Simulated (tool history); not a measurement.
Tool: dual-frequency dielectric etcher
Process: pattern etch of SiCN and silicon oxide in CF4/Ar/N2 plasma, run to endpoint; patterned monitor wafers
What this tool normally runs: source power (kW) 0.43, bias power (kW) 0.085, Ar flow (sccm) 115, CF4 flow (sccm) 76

| run | hour | source power (kW) | bias power (kW) | Ar flow (sccm) | CF4 flow (sccm) | incoming incoming film thickness, nm | endpoint time (s) |
|---|---|---|---|---|---|---|---|
| 1 | 0 | 0.43 | 0.071 | 115 | 57 | 14.74 | 18.6 |
| 2 | 19.8 | 0.33 | 0.085 | 115 | 76 | 14.89 | 23.8 |
| 3 | 44.8 | 0.53 | 0.076 | 133 | 60 | 15 | 15.6 |
| 4 | 60.2 | 0.43 | 0.085 | 101 | 67 | 14.79 | 17.1 |
| 5 | 91.7 | 0.52 | 0.069 | 95 | 76 | 14.88 | 14.8 |
| 6 | 123.2 | 0.37 | 0.102 | 143 | 90 | 14.82 | 19.5 |
| 7 | 172.1 | 0.43 | 0.085 | 115 | 76 | 14.79 | 16.7 |
| 8 | 180.2 | 0.33 | 0.103 | 115 | 76 | 14.8 | 20.8 |
| 9 | 232.6 | 0.4 | 0.085 | 127 | 76 | 15.02 | 18.5 |
| 10 | 261.9 | 0.35 | 0.085 | 89 | 76 | 14.82 | 20 |
| 11 | 294.1 | 0.32 | 0.085 | 127 | 76 | 14.83 | 23.3 |
| 12 | 323.7 | 0.43 | 0.085 | 115 | 76 | 14.76 | 17 |
| 13 | 358.7 | 0.43 | 0.085 | 115 | 76 | 14.69 | 16.7 |
| 14 | 377.8 | 0.43 | 0.085 | 103 | 76 | 14.67 | 16.4 |
| 15 | 401.7 | 0.54 | 0.085 | 143 | 76 | 14.83 | 13.9 |
| 16 | 436.9 | 0.43 | 0.085 | 115 | 76 | 14.64 | 16.8 |
| 17 | 469.4 | 0.53 | 0.085 | 138 | 76 | 15.05 | 14.2 |
| 18 | 496.9 | 0.43 | 0.103 | 132 | 70 | 14.96 | 16.7 |
| 19 | 516.1 | 0.43 | 0.085 | 90 | 76 | 14.82 | 16.3 |
| 20 | 528.6 | 0.47 | 0.085 | 115 | 84 | 15.02 | 15.7 |
| 21 | 553.7 | 0.39 | 0.085 | 115 | 76 | 14.79 | 19 |
| 22 | 572.2 | 0.43 | 0.085 | 115 | 76 | 14.83 | 17.1 |
| 23 | 588.7 | 0.48 | 0.085 | 140 | 58 | 14.8 | 16.4 |
| 24 | 602.7 | 0.39 | 0.085 | 115 | 76 | 14.87 | 19.5 |

The log once held 3 entries between its listed runs, left out of this copy. Where does each go, and what is different about the tool's unlogged condition between the listed run before it and the listed run after it?
Between runs 6 and 7: wet clean of the chamber (hour 171.6)
  etch rate over this chamber's usual, %: -5.4 -> 0.9
  what was measured, less what the result would be without the hidden state, endpoint time (s): +1 -> -0.2
Between runs 9 and 10: bias power generator calibrated (hour 251.8); Ar flow controller replaced (hour 255.4)
  etch rate over this chamber's usual, %: 0.339 -> 0.067
  what was measured, less what the result would be without the hidden state, endpoint time (s): -0.1 -> +0

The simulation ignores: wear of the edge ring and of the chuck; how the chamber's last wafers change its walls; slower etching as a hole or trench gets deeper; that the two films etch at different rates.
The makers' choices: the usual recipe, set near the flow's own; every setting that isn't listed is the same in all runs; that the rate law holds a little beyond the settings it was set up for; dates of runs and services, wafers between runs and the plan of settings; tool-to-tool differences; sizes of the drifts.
